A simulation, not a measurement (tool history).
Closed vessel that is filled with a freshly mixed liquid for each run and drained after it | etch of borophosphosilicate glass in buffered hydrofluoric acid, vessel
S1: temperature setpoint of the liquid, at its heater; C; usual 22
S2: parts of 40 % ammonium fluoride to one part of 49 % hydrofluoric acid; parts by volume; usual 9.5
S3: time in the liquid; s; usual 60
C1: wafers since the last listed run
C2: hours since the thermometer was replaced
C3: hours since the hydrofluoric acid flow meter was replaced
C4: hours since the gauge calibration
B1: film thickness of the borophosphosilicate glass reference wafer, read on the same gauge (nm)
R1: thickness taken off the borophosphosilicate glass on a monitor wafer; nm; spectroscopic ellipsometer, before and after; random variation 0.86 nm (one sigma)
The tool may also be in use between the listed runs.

run 1 day=0 | S1=22 S2=9.5 S3=60 | C1=0 C2=788.4 C3=319.5 C4=1256.7 | B1=145.24 | R1=140.3
run 2 day=2.75 | S1=22 S2=9.5 S3=60 | C1=7915 C2=854.4 C3=385.5 C4=1322.7 | B1=145.34 | R1=141.69
run 3 day=4.558 | S1=25 S2=9.5 S3=60 | C1=5204 C2=897.8 C3=428.9 C4=1366.1 | B1=145.34 | R1=166.36
run 4 day=7.05 | S1=25 S2=9.5 S3=60 | C1=7171 C2=957.6 C3=488.7 C4=1425.9 | B1=145.43 | R1=165.13
-- day=7.438 hydrofluoric acid flow meter replaced
run 5 day=9.825 | S1=22 S2=9.5 S3=60 | C1=7867 C2=1024.2 C3=57.3 C4=1492.5 | B1=145.5 | R1=140.41
run 6 day=11.083 | S1=22 S2=9.5 S3=60 | C1=3621 C2=1054.4 C3=87.5 C4=1522.7 | B1=145.53 | R1=142.2
run 7 day=13.838 | S1=22 S2=9.5 S3=60 | C1=7927 C2=1120.5 C3=153.6 C4=1588.8 | B1=145.56 | R1=140.71
run 8 day=16.725 | S1=24.5 S2=9.5 S3=60 | C1=8310 C2=1189.8 C3=222.9 C4=1658.1 | B1=145.59 | R1=162
run 9 day=19 | S1=24.5 S2=9.5 S3=60 | C1=6547 C2=1244.4 C3=277.5 C4=1712.7 | B1=145.62 | R1=162.56
run 10 day=20.242 | S1=18.5 S2=9.5 S3=60 | C1=3573 C2=1274.2 C3=307.3 C4=1742.5 | B1=145.67 | R1=117.05
run 11 day=21.321 | S1=18.5 S2=9.5 S3=60 | C1=3106 C2=1300.1 C3=333.2 C4=1768.4 | B1=145.68 | R1=116.83
-- day=21.338 gauge calibrated
run 12 day=23.008 | S1=18.5 S2=9.5 S3=60 | C1=4857 C2=1340.6 C3=373.7 C4=40.1 | B1=141.46 | R1=111.84
run 13 day=24.175 | S1=22 S2=9.5 S3=60 | C1=3357 C2=1368.6 C3=401.7 C4=68.1 | B1=141.69 | R1=136.58
run 14 day=26.667 | S1=22 S2=9.5 S3=60 | C1=7171 C2=1428.4 C3=461.5 C4=127.9 | B1=142.23 | R1=135.48
-- day=28.338 hydrofluoric acid flow meter replaced
run 15 day=29.371 | S1=22 S2=9.5 S3=60 | C1=7663 C2=1493.3 C3=24.8 C4=192.8 | B1=142.71 | R1=136.23
run 16 day=30.512 | S1=22 S2=9.5 S3=60 | C1=3285 C2=1520.7 C3=52.2 C4=220.2 | B1=142.93 | R1=139.11
run 17 day=31.529 | S1=22 S2=9.5 S3=45 | C1=2926 C2=1545.1 C3=76.6 C4=244.6 | B1=143.08 | R1=103.79
run 18 day=34.325 | S1=25.5 S2=7.5 S3=40 | C1=8047 C2=1612.2 C3=143.7 C4=311.7 | B1=143.51 | R1=140.78
run 19 day=35.492 | S1=22 S2=9.5 S3=60 | C1=3357 C2=1640.2 C3=171.7 C4=339.7 | B1=143.66 | R1=139.16
run 20 day=38.254 | S1=22 S2=13.5 S3=75 | C1=7951 C2=1706.5 C3=238 C4=406 | B1=144.05 | R1=126.11
run 21 day=44.758 | S1=25.5 S2=7.5 S3=40 | C1=18720 C2=1862.6 C3=394.1 C4=562.1 | B1=144.75 | R1=142.78
run 22 day=49.333 | S1=22 S2=9.5 S3=60 | C1=13167 C2=1972.4 C3=503.9 C4=671.9 | B1=145.12 | R1=141.03
run 23 day=50.921 | S1=19.5 S2=7.5 S3=35 | C1=4569 C2=2010.5 C3=542 C4=710 | B1=145.22 | R1=90.33
-- day=51.192 hydrofluoric acid flow meter replaced
-- day=51.954 thermometer replaced
run 24 day=53.25 | S1=17 S2=9.5 S3=60 | C1=6464 C2=31.1 C3=49.4 C4=765.9 | B1=145.43 | R1=105.74
run 25 day=55.088 | S1=27 S2=11 S3=30 | C1=5288 C2=75.2 C3=93.5 C4=810 | B1=145.56 | R1=81.31
run 26 day=56.654 | S1=22 S2=7 S3=45 | C1=4509 C2=112.8 C3=131.1 C4=847.6 | B1=145.66 | R1=143.49
run 27 day=57.971 | S1=20 S2=11 S3=90 | C1=3789 C2=144.4 C3=162.7 C4=879.2 | B1=145.69 | R1=165.89
run 28 day=59.183 | S1=22 S2=9.5 S3=60 | C1=3489 C2=173.5 C3=191.8 C4=908.3 | B1=145.76 | R1=141.69
run 29 day=61.188 | S1=19.5 S2=13.5 S3=40 | C1=5768 C2=221.6 C3=239.9 C4=956.4 | B1=145.88 | R1=58.51
run 30 day=64.179 | S1=24 S2=10.5 S3=50 | C1=8610 C2=293.4 C3=311.7 C4=1028.2 | B1=145.99 | R1=120.28
run 31 day=66.283 | S1=24.5 S2=7 S3=45 | C1=6056 C2=343.9 C3=362.2 C4=1078.7 | B1=146.12 | R1=166.28
run 32 day=68.667 | S1=26 S2=11 S3=90 | C1=6859 C2=401.1 C3=419.4 C4=1135.9 | B1=146.19 | R1=232.45

Some steps in R1 between neighbouring runs. How much of each would the tool show without its hidden state too (settings, what came in, random variation), and how much is left for the hidden state, with any gauge scatter that isn't in both results?
The hidden state here: liquid colder than its thermometer reads (K); hydrofluoric acid flow below the setpoint (%); gauge reads high (%).
Run 11 -> 12: gauge calibrated. R1 -4.99 nm: hidden state -3.4, all else -1.59.
Run 25 -> 26: S1 27 -> 22, S2 11 -> 7, S3 30 -> 45. R1 +62.18 nm: hidden state +2.46, all else +59.72.
Run 28 -> 29: S1 22 -> 19.5, S2 9.5 -> 13.5, S3 60 -> 40. R1 -83.18 nm: hidden state -3.26, all else -79.92.
Run 31 -> 32: S1 24.5 -> 26, S2 7 -> 11, S3 45 -> 90. R1 +66.17 nm: hidden state +2.91, all else +63.26.
